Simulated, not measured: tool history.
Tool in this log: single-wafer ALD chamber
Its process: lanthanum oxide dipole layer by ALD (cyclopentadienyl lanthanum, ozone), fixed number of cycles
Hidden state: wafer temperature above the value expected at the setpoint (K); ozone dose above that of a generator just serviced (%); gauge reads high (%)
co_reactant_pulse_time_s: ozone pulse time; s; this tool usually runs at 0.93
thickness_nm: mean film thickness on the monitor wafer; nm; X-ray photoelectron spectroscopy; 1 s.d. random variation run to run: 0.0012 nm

| run | hour | co_reactant_pulse_time_s | wafers since the last listed run | hours since the last thermocouple change | hours since the last ozone generator service | hours since the showerhead was replaced | hours since the gauge calibration | read-back reference wafer on the same gauge, thickness_nm | thickness_nm |
|---|---|---|---|---|---|---|---|---|---|
| 1 | 0 | 1.11 | 0 | 373.8 | 168.6 | 4722.7 | 2198.8 | 0.477 | 0.484 |
| 2 | 92 | 1.11 | 1901 | 465.8 | 260.6 | 4814.7 | 2290.8 | 0.477 | 0.484 |
| 3 | 196.7 | 0.8 | 2164 | 570.5 | 365.3 | 4919.4 | 2395.5 | 0.476 | 0.449 |
| 4 | 237.8 | 0.8 | 849 | 611.6 | 406.4 | 4960.5 | 2436.6 | 0.478 | 0.452 |
| 5 | 321.5 | 0.84 | 1730 | 695.3 | 490.1 | 5044.2 | 2520.3 | 0.477 | 0.456 |
|  | 389 | gauge calibrated |
|  | 565.4 | ozone generator serviced |
| 6 | 605.2 | 0.84 | 5699 | 979 | 39.8 | 5327.9 | 216.2 | 0.477 | 0.458 |
| 7 | 660.4 | 0.84 | 1141 | 1034.2 | 95 | 5383.1 | 271.4 | 0.477 | 0.46 |
| 8 | 730.7 | 0.93 | 1453 | 1104.5 | 165.3 | 5453.4 | 341.7 | 0.477 | 0.467 |
| 9 | 790.7 | 0.93 | 1240 | 1164.5 | 225.3 | 5513.4 | 401.7 | 0.477 | 0.469 |
| 10 | 831.3 | 0.93 | 839 | 1205.1 | 265.9 | 5554 | 442.3 | 0.477 | 0.469 |
| 11 | 929 | 0.93 | 2019 | 1302.8 | 363.6 | 5651.7 | 540 | 0.477 | 0.468 |
| 12 | 970 | 0.93 | 847 | 1343.8 | 404.6 | 5692.7 | 581 | 0.477 | 0.469 |
| 13 | 1017.9 | 0.6 | 990 | 1391.7 | 452.5 | 5740.6 | 628.9 | 0.477 | 0.424 |
| 14 | 1150.7 | 0.59 | 2745 | 1524.5 | 585.3 | 5873.4 | 761.7 | 0.477 | 0.422 |
| 15 | 1199.3 | 0.93 | 1004 | 1573.1 | 633.9 | 5922 | 810.3 | 0.477 | 0.464 |
| 16 | 1254.1 | 1.13 | 1132 | 1627.9 | 688.7 | 5976.8 | 865.1 | 0.477 | 0.481 |
| 17 | 1296 | 0.79 | 866 | 1669.8 | 730.6 | 6018.7 | 907 | 0.477 | 0.445 |
| 18 | 1333.9 | 0.63 | 783 | 1707.7 | 768.5 | 6056.6 | 944.9 | 0.477 | 0.424 |
| 19 | 1373.8 | 0.74 | 824 | 1747.6 | 808.4 | 6096.5 | 984.8 | 0.477 | 0.439 |
|  | 1415.8 | ozone generator serviced |
| 20 | 1450.7 | 1.13 | 1424 | 1824.5 | 34.9 | 6173.4 | 1061.7 | 0.477 | 0.487 |
|  | 1459.4 | thermocouple changed; heater temperature recalibrated |
| 21 | 1552.4 | 0.81 | 1937 | 93 | 136.6 | 6275.1 | 1163.4 | 0.477 | 0.455 |
| 22 | 1641 | 0.73 | 1831 | 181.6 | 225.2 | 6363.7 | 1252 | 0.477 | 0.443 |
|  | 1667 | showerhead replaced, of another model than before |
| 23 | 1722.6 | 0.93 | 1521 | 263.2 | 306.8 | 55.6 | 1333.6 | 0.477 | 0.467 |

What does the tool deliver on the next run?
| 24 | 1826.4 | 1.2 | 2145 | 367 | 410.6 | 159.4 | 1437.4 | ? | ? |

{"run 24": {"read-back reference wafer on the same gauge, thickness_nm": 0.477, "thickness_nm": 0.486}}
Without the tool's hidden state the same run would have given thickness_nm 0.488 nm.
